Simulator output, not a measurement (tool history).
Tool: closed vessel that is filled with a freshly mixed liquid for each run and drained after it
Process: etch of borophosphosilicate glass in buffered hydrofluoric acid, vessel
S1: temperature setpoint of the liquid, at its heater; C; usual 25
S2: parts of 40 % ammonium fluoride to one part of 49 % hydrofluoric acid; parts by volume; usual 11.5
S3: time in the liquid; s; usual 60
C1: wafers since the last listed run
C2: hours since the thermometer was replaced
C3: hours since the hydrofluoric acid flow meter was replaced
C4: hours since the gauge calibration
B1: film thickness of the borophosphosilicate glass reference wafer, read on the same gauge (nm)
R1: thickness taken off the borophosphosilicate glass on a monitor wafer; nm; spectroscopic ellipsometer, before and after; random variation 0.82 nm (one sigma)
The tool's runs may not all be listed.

Run 1, day 0: usual settings but S1 29 C; C1 0; C2 2102.6; C3 930.3; C4 2525.2; B1 70.05. Result: R1 108.96 nm.
Run 2, day 2.433: usual settings but S1 29 C; C1 5307; C2 2161; C3 988.7; C4 2583.6; B1 69.96. Result: R1 108.37 nm.
Run 3, day 5.721: usual settings; C1 7171; C2 2239.9; C3 1067.6; C4 2662.5; B1 70.04. Result: R1 88.84 nm.
Run 4, day 16.304: usual settings; C1 23085; C2 2493.9; C3 1321.6; C4 2916.5; B1 69.98. Result: R1 86.77 nm.
At day 23.804: hydrofluoric acid flow meter replaced.
Run 5, day 23.858: usual settings; C1 16387; C2 2675.2; C3 1.3; C4 3097.8; B1 70.01. Result: R1 87.45 nm.
At day 24.679: thermometer replaced.
Run 6, day 27.879: usual settings; C1 8679; C2 76.8; C3 97.8; C4 3194.3; B1 70.03. Result: R1 87.84 nm.
Run 7, day 30.362: usual settings; C1 5416; C2 136.4; C3 157.4; C4 3253.9; B1 69.99. Result: R1 88.21 nm.
Run 8, day 32.812: usual settings but S3 80 s; C1 5344; C2 195.2; C3 216.2; C4 3312.7; B1 69.95. Result: R1 118.39 nm.
At day 33.979: gauge calibrated.
Run 9, day 36.8: usual settings but S3 80 s; C1 8698; C2 290.9; C3 311.9; C4 67.7; B1 70.01. Result: R1 117.23 nm.
Run 10, day 40.212: usual settings but S3 80 s; C1 7443; C2 372.8; C3 393.8; C4 149.6; B1 69.98. Result: R1 118.56 nm.
Run 11, day 43.725: usual settings; C1 7661; C2 457.1; C3 478.1; C4 233.9; B1 70.02. Result: R1 87.96 nm.
Run 12, day 48.167: usual settings; C1 9688; C2 563.7; C3 584.7; C4 340.5; B1 70.03. Result: R1 87.39 nm.
Run 13, day 51.412: usual settings but S2 14 parts by volume, S3 70 s; C1 7080; C2 641.6; C3 662.6; C4 418.4; B1 69.97. Result: R1 84.77 nm.
Run 14, day 53.496: usual settings but S1 20 C, S2 12.5 parts by volume; C1 4544; C2 691.6; C3 712.6; C4 468.4; B1 69.94. Result: R1 61.58 nm.
Run 15, day 59.783: usual settings but S1 27.5 C, S2 15.5 parts by volume, S3 80 s; C1 13715; C2 842.5; C3 863.5; C4 619.3; B1 70.03. Result: R1 101.01 nm.
Run 16, day 61.533: usual settings; C1 3817; C2 884.5; C3 905.5; C4 661.3; B1 70. Result: R1 86.76 nm.
Run 17, day 63.079: usual settings but S1 26.5 C; C1 3371; C2 921.6; C3 942.6; C4 698.4; B1 69.98. Result: R1 94.34 nm.
Run 18, day 65.262: usual settings; C1 4762; C2 974; C3 995; C4 750.8; B1 70.02. Result: R1 87.41 nm.
Run 19, day 68.425: usual settings; C1 6898; C2 1049.9; C3 1070.9; C4 826.7; B1 70.04. Result: R1 86.86 nm.
Run 20, day 71.754: usual settings; C1 7262; C2 1129.8; C3 1150.8; C4 906.6; B1 70.02. Result: R1 85.93 nm.
Run 21, day 74.392: usual settings but S2 14.5 parts by volume, S3 75 s; C1 5753; C2 1193.1; C3 1214.1; C4 969.9; B1 70.03. Result: R1 86.24 nm.
Run 22, day 78.767: usual settings but S1 22 C, S2 8.5 parts by volume; C1 9543; C2 1298.1; C3 1319.1; C4 1074.9; B1 70. Result: R1 96.6 nm.
At day 79.833: hydrofluoric acid flow meter replaced.
Run 23, day 83.121: usual settings but S2 15 parts by volume, S3 40 s; C1 9407; C2 1402.6; C3 78.9; C4 1179.4; B1 69.98. Result: R1 44.91 nm.
Run 24, day 86.012: usual settings but S2 7.5 parts by volume, S3 90 s; C1 6307; C2 1472; C3 148.3; C4 1248.8; B1 70.01. Result: R1 198.41 nm.
Run 25, day 89.908: usual settings; C1 8498; C2 1565.5; C3 241.8; C4 1342.3; B1 69.99. Result: R1 88.64 nm.
Run 26, day 93.204: usual settings but S1 27 C, S2 15.5 parts by volume; C1 7189; C2 1644.6; C3 320.9; C4 1421.4; B1 70.01. Result: R1 72.55 nm.
Run 27, day 96.4: usual settings but S1 29.5 C, S2 8.5 parts by volume, S3 35 s; C1 6971; C2 1721.3; C3 397.6; C4 1498.1; B1 70. Result: R1 84.98 nm.
Run 28, day 99.004: usual settings but S2 13 parts by volume, S3 50 s; C1 5680; C2 1783.8; C3 460.1; C4 1560.6; B1 69.98. Result: R1 63.89 nm.
Run 29, day 111.433: usual settings; C1 27112; C2 2082.1; C3 758.4; C4 1858.9; B1 69.96. Result: R1 87.84 nm.
Run 30, day 114.55: usual settings; C1 6798; C2 2156.9; C3 833.2; C4 1933.7; B1 69.97. Result: R1 87.59 nm.
Run 31, day 116.95: usual settings but S1 29 C, S2 8 parts by volume, S3 80 s; C1 5235; C2 2214.5; C3 890.8; C4 1991.3; B1 70. Result: R1 201.23 nm.
Run 32, day 121.425: usual settings but S2 15 parts by volume, S3 45 s; C1 9761; C2 2321.9; C3 998.2; C4 2098.7; B1 69.97. Result: R1 51.23 nm.

The tool's hidden state at each run:
liquid hotter than its thermometer reads (K): 0 in every run
hydrofluoric acid flow below the setpoint (%): 0 in every run
gauge reads high (%): 0 in every run

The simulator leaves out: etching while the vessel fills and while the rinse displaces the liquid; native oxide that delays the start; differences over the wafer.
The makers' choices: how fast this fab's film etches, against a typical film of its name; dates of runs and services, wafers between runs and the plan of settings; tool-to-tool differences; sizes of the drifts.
